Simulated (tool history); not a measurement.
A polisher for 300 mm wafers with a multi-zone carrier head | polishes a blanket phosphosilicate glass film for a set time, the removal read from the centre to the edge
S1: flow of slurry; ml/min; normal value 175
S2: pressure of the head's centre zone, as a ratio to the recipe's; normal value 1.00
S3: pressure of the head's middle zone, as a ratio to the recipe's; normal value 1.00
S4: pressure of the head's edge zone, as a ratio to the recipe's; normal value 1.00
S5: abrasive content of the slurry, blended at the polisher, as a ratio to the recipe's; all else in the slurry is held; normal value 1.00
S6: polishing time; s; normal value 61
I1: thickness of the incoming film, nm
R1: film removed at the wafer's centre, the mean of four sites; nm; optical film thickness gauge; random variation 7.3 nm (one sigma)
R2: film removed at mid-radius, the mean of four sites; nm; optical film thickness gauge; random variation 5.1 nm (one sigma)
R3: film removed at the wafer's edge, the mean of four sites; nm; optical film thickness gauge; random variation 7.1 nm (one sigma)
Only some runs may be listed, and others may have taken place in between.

run,hour,S1,S2,S3,S4,S5,S6,I1,R1,R2,R3
1,0.0,175,1.00,1.00,1.00,1.00,61,3621.1,549.3,529.4,550.9
2,44.3,175,0.92,1.00,1.00,1.00,61,3674.6,524.2,531.7,544.4
3,80.4,175,0.92,1.00,1.00,1.00,61,3697.5,520.3,531.4,554.0
4,143.2,155,1.00,1.00,1.00,1.00,45,3648.2,417.5,377.3,383.3
# hour 213.3: centre zone pressure recalibrated
# hour 214.9: carrier head's membrane replaced by a new one
5,224.4,175,1.00,1.00,1.00,0.70,48,3610.4,316.8,318.8,327.4
6,272.9,175,1.00,1.00,1.00,1.00,61,3592.9,509.1,516.4,532.7
# hour 318.9: slurry nozzle cleaned
7,368.3,150,1.00,0.93,1.00,1.00,44,3694.7,378.7,356.3,386.1
8,473.3,220,0.96,0.97,0.94,1.00,61,3677.8,548.4,541.7,550.8
# hour 547.3: worn pad replaced by a new one
9,575.2,175,1.00,1.00,1.00,1.00,61,3700.8,541.6,540.7,543.7
10,625.0,175,1.11,1.09,0.93,1.00,44,3700.3,440.0,406.9,380.2
# hour 707.5: centre zone pressure recalibrated
11,747.6,150,1.00,0.93,1.00,1.00,44,3633.3,363.7,344.3,374.2
# hour 819.2: slurry nozzle cleaned
12,843.7,175,1.00,1.00,1.00,1.00,61,3686.8,555.5,540.2,553.5
13,934.0,175,1.00,1.00,1.00,0.70,48,3610.4,344.6,333.3,338.9
# hour 992.9: edge zone pressure recalibrated
14,1036.0,195,0.90,0.88,1.00,1.20,61,3630.9,569.5,547.1,604.6
# hour 1056.7: worn pad replaced by a new one
15,1132.9,235,1.00,1.04,1.00,1.00,61,3612.8,601.5,579.2,545.8
# hour 1190.9: carrier head's membrane replaced by a new one
16,1235.0,175,1.06,0.95,1.00,1.00,46,3696.0,454.2,378.6,414.9
17,1280.5,155,1.00,0.91,1.00,1.00,61,3654.6,569.4,473.0,517.0
# hour 1311.7: centre zone pressure recalibrated
# hour 1337.3: slurry nozzle cleaned
18,1368.3,175,1.00,1.00,1.11,0.90,61,3667.7,501.2,513.4,533.1
19,1441.8,235,1.00,1.00,1.00,1.00,61,3647.2,562.2,561.7,549.4
20,1521.3,175,0.90,0.95,1.00,0.75,45,3595.6,297.8,314.9,330.5
21,1615.4,175,1.00,1.00,0.93,1.00,61,3633.5,547.0,524.8,532.4

Forecast each of these 4 alternatives for the next run:
A,1615.8,175,1.00,1.00,1.00,1.00,61,3644.1,?,?,?
B,1615.8,175,1.06,0.96,1.00,1.00,61,3644.1,?,?,?
C,1615.8,230,1.00,1.00,1.10,0.90,61,3644.1,?,?,?
D,1615.8,175,0.94,1.00,0.89,1.00,61,3644.1,?,?,?

run,R1,R2,R3
A,539.3,538.6,548.6
B,568.3,522.0,548.8
C,531.2,528.0,551.8
D,510.1,538.8,525.7
Stripped of hidden state, with their random variation kept, the same runs would have yielded:
run,R1,R2,R3
A,537.7,549.4,556.5
B,566.7,532.4,556.8
C,527.1,536.2,558.2
D,508.5,549.6,533.3
